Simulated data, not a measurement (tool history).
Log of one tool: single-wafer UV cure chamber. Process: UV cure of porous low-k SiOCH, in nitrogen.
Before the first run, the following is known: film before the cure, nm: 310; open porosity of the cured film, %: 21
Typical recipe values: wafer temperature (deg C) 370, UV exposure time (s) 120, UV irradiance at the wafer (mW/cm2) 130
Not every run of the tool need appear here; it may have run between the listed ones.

| run | day | wafer temperature (deg C) | UV exposure time (s) | UV irradiance at the wafer (mW/cm2) | loss of film thickness in the cure (%) |
|---|---|---|---|---|---|
| 1 | 0.000 | 370 | 120 | 150 | 9.495 |
| 2 | 2.388 | 370 | 120 | 150 | 9.574 |
| 3 | 6.692 | 370 | 120 | 150 | 9.476 |
|  | 8.921 | quartz window cleaned |
| 4 | 10.492 | 370 | 120 | 130 | 8.830 |
| 5 | 13.725 | 370 | 120 | 130 | 8.733 |
| 6 | 16.600 | 370 | 120 | 130 | 8.711 |
| 7 | 18.279 | 370 | 120 | 130 | 8.741 |
| 8 | 21.242 | 370 | 120 | 130 | 8.757 |
|  | 23.050 | quartz window cleaned |
| 9 | 23.804 | 370 | 120 | 130 | 8.784 |
|  | 24.838 | UV bulbs replaced |
| 10 | 28.262 | 370 | 120 | 130 | 9.374 |
| 11 | 30.217 | 390 | 120 | 91 | 8.280 |
| 12 | 33.867 | 370 | 120 | 130 | 9.255 |
|  | 36.062 | quartz window cleaned |
| 13 | 36.846 | 359 | 180 | 155 | 11.601 |
| 14 | 39.767 | 378 | 175 | 118 | 10.523 |
| 15 | 43.983 | 370 | 140 | 130 | 9.741 |
| 16 | 46.621 | 387 | 120 | 92 | 7.767 |
| 17 | 48.721 | 353 | 70 | 151 | 7.078 |
|  | 50.929 | quartz window cleaned |
| 18 | 51.933 | 370 | 120 | 130 | 9.000 |
| 19 | 53.742 | 384 | 85 | 130 | 7.736 |
| 20 | 56.992 | 377 | 185 | 130 | 10.889 |
| 21 | 60.062 | 359 | 160 | 149 | 10.597 |

Exercise: give the hidden state of the tool at every run:
transmission lost against a clean window, %: 0 in every run
H1: lamp output below its setpoint, %
| run | H1 |
|---|---|
| 1 | 16 |
| 2 | 16.4 |
| 3 | 17.2 |
| 4 | 17.7 |
| 5 | 18 |
| 6 | 18.3 |
| 7 | 18.4 |
| 8 | 18.6 |
| 9 | 18.8 |
| 10 | 4.55 |
| 11 | 6.03 |
| 12 | 8.39 |
| 13 | 10 |
| 14 | 11.3 |
| 15 | 12.9 |
| 16 | 13.8 |
| 17 | 14.4 |
| 18 | 15.1 |
| 19 | 15.5 |
| 20 | 16.1 |
| 21 | 16.6 |

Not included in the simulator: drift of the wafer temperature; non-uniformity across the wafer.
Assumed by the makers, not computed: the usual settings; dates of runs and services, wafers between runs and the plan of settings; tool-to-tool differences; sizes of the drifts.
